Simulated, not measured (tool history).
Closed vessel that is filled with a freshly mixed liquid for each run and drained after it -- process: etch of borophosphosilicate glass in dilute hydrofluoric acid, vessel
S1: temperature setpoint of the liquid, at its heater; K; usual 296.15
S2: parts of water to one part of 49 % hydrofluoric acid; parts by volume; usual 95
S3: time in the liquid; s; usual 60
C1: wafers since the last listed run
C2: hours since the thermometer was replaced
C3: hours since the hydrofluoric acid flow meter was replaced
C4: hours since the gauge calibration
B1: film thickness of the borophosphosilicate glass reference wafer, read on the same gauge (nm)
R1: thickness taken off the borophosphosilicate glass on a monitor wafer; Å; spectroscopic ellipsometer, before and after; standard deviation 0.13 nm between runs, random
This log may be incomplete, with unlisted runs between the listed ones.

run	hour	S1	S2	S3	C1	C2	C3	C4	B1	R1
1	0.0	299.15	95	80	0	1479.6	1867.1	181.9	110.03	264.0
2	13.8	299.15	95	80	1540	1493.4	1880.9	195.7	109.99	267.2
3	42.3	298.15	95	60	3181	1521.9	1909.4	224.2	109.97	191.6
4	72.4	294.15	95	70	3360	1552.0	1939.5	254.3	110.02	189.2
5	88.5	294.15	95	70	1797	1568.1	1955.6	270.4	110.00	190.7
6	122.8	296.15	95	60	3829	1602.4	1989.9	304.7	110.00	176.4
7	154.2	296.15	95	60	3505	1633.8	2021.3	336.1	110.00	178.3
8	168.0	296.15	95	60	1540	1647.6	2035.1	349.9	109.99	177.6
9	191.2	296.15	95	60	2590	1670.8	2058.3	373.1	110.00	174.8
10	225.3	296.15	95	60	3806	1704.9	2092.4	407.2	109.98	177.1
11	247.4	296.15	95	70	2467	1727.0	2114.5	429.3	109.98	207.4
12	280.0	296.15	95	70	3639	1759.6	2147.1	461.9	109.97	207.3
13	298.9	296.15	95	70	2109	1778.5	2166.0	480.8	110.02	207.1
# hour 310.1: gauge calibrated
14	316.2	296.15	95	60	1931	1795.8	2183.3	6.1	109.99	177.0
15	330.6	291.15	75	75	1607	1810.2	2197.7	20.5	109.98	232.4
# hour 346.6: hydrofluoric acid flow meter replaced
16	360.7	292.65	95	30	3248	1840.3	14.1	50.6	110.01	77.2
17	381.7	293.15	95	70	2344	1861.3	35.1	71.6	109.96	182.6

What does the tool deliver on the next run?
18	398.4	294.65	95	60	1864	1878.0	51.8	88.3	?	?

B1: 110.00
R1: 167.1 Å
With no hidden state in the tool, this same run would have given R1 167.1 Å.
